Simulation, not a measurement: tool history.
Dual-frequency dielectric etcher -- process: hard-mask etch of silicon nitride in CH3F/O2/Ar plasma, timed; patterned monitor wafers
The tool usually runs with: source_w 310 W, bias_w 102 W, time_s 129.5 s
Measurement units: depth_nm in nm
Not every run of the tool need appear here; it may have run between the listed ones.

| run | hour | source_w | bias_w | time_s | wafers since the last listed run | hours since the last wet clean | hours since the last source power generator calibration | hours since the last bias power generator calibration | hours since the last upper electrode change | hours since the gauge calibration | read-back reference wafer on the same gauge, depth_nm | depth_nm |
|---|---|---|---|---|---|---|---|---|---|---|---|---|
| 1 | 0 | 310 | 102 | 129.5 | 0 | 83.5 | 2073.7 | 1744.6 | 4753.6 | 2783.4 | 110.4 | 100 |
| 2 | 87.7 | 310 | 93 | 114.5 | 581 | 171.2 | 2161.4 | 1832.3 | 4841.3 | 2871.1 | 110.4 | 83.7 |
| 3 | 152.3 | 310 | 93 | 114.5 | 428 | 235.8 | 2226 | 1896.9 | 4905.9 | 2935.7 | 110.5 | 84.3 |
| 4 | 222.4 | 310 | 93 | 114.5 | 465 | 305.9 | 2296.1 | 1967 | 4976 | 3005.8 | 110.4 | 84.1 |
| 5 | 320.3 | 270 | 91 | 129.5 | 649 | 403.8 | 2394 | 2064.9 | 5073.9 | 3103.7 | 110.5 | 86.5 |
|  | 336 | gauge calibrated |
|  | 337 | bias power generator calibrated |
| 6 | 419.4 | 340 | 102 | 129.5 | 630 | 502.9 | 2493.1 | 82.4 | 5173 | 83.4 | 110.4 | 105 |
| 7 | 458.2 | 310 | 76 | 119 | 257 | 541.7 | 2531.9 | 121.2 | 5211.8 | 122.2 | 110.6 | 78.4 |
| 8 | 552.1 | 310 | 102 | 129.5 | 623 | 635.6 | 2625.8 | 215.1 | 5305.7 | 216.1 | 110.4 | 100.4 |
|  | 658.3 | wet clean of the chamber |
| 9 | 658.8 | 250 | 76 | 111.5 | 548 | 0.5 | 2732.5 | 321.8 | 5412.4 | 322.8 | 110.2 | 64.8 |
| 10 | 737.4 | 370 | 112 | 140.5 | 521 | 79.1 | 2811.1 | 400.4 | 5491 | 401.4 | 110.4 | 125.8 |
| 11 | 785.8 | 240 | 123 | 129.5 | 321 | 127.5 | 2859.5 | 448.8 | 5539.4 | 449.8 | 110.4 | 94.9 |
|  | 836.7 | upper electrode replaced, of another model than before |
| 12 | 837.2 | 310 | 102 | 147.5 | 181 | 178.9 | 2910.9 | 500.2 | 0.5 | 501.2 | 110.4 | 114.1 |
| 13 | 865.4 | 310 | 102 | 129.5 | 187 | 207.1 | 2939.1 | 528.4 | 28.7 | 529.4 | 110.4 | 100.8 |
| 14 | 944.6 | 290 | 112 | 107.5 | 525 | 286.3 | 3018.3 | 607.6 | 107.9 | 608.6 | 110.5 | 86.3 |
|  | 1008.9 | source power generator calibrated |
| 15 | 1009.4 | 230 | 115 | 95 | 403 | 351.1 | 0.5 | 672.4 | 172.7 | 673.4 | 110.3 | 70 |
| 16 | 1105.3 | 330 | 122 | 104 | 636 | 447 | 96.4 | 768.3 | 268.6 | 769.3 | 110.5 | 93.3 |
| 17 | 1174.6 | 240 | 102 | 129.5 | 459 | 516.3 | 165.7 | 837.6 | 337.9 | 838.6 | 110.4 | 87.5 |
| 18 | 1273 | 310 | 102 | 141 | 652 | 614.7 | 264.1 | 936 | 436.3 | 937 | 110.5 | 106.7 |
|  | 1305.7 | wet clean of the chamber |
| 19 | 1373.3 | 310 | 102 | 129.5 | 506 | 67.6 | 364.4 | 1036.3 | 536.6 | 1037.3 | 110.2 | 99.4 |
| 20 | 1414.8 | 310 | 102 | 151 | 275 | 109.1 | 405.9 | 1077.8 | 578.1 | 1078.8 | 110.6 | 115.7 |
| 21 | 1494.4 | 310 | 102 | 129.5 | 528 | 188.7 | 485.5 | 1157.4 | 657.7 | 1158.4 | 110.3 | 98.6 |
| 22 | 1547.6 | 310 | 102 | 129.5 | 352 | 241.9 | 538.7 | 1210.6 | 710.9 | 1211.6 | 110.5 | 98.5 |
| 23 | 1617.9 | 260 | 118 | 164.5 | 466 | 312.2 | 609 | 1280.9 | 781.2 | 1281.9 | 110.5 | 130.7 |
| 24 | 1863.6 | 380 | 94 | 155 | 1630 | 557.9 | 854.7 | 1526.6 | 1026.9 | 1527.6 | 110.4 | 120.7 |
|  | 1921.3 | wet clean of the chamber |
| 25 | 1943.9 | 310 | 102 | 158 | 373 | 22.6 | 935 | 1606.9 | 1107.2 | 1607.9 | 110.4 | 118.9 |
| 26 | 2023.1 | 310 | 95 | 151.5 | 525 | 101.8 | 1014.2 | 1686.1 | 1186.4 | 1687.1 | 110.3 | 108.9 |
| 27 | 2064.5 | 340 | 127 | 115.5 | 274 | 143.2 | 1055.6 | 1727.5 | 1227.8 | 1728.5 | 110.4 | 106.4 |
| 28 | 2159.3 | 380 | 89 | 107 | 628 | 238 | 1150.4 | 1822.3 | 1322.6 | 1823.3 | 110.5 | 79.9 |

5 ways to go on from here, each from the tool as it stands after run 28. What would each give?
| A | 2159.8 | 310 | 102 | 129.5 | 3 | 238.5 | 1150.9 | 1822.8 | 1323.1 | 1823.8 | ? | ? |
| B | 2159.8 | 340 | 113 | 118.5 | 3 | 238.5 | 1150.9 | 1822.8 | 1323.1 | 1823.8 | ? | ? |
| C | 2159.8 | 310 | 102 | 115.5 | 3 | 238.5 | 1150.9 | 1822.8 | 1323.1 | 1823.8 | ? | ? |
| D | 2159.8 | 340 | 102 | 118 | 3 | 238.5 | 1150.9 | 1822.8 | 1323.1 | 1823.8 | ? | ? |
| E | 2159.8 | 360 | 76 | 119.5 | 3 | 238.5 | 1150.9 | 1822.8 | 1323.1 | 1823.8 | ? | ? |

| run | read-back reference wafer on the same gauge, depth_nm | depth_nm |
|---|---|---|
| A | 110.5 | 98.9 |
| B | 110.5 | 101.5 |
| C | 110.5 | 88.2 |
| D | 110.5 | 93.7 |
| E | 110.5 | 75.6 |
What these runs would have given with no unlogged condition in the tool:
| run | depth_nm |
|---|---|
| A | 98.7 |
| B | 101.3 |
| C | 88.1 |
| D | 93.6 |
| E | 75.4 |
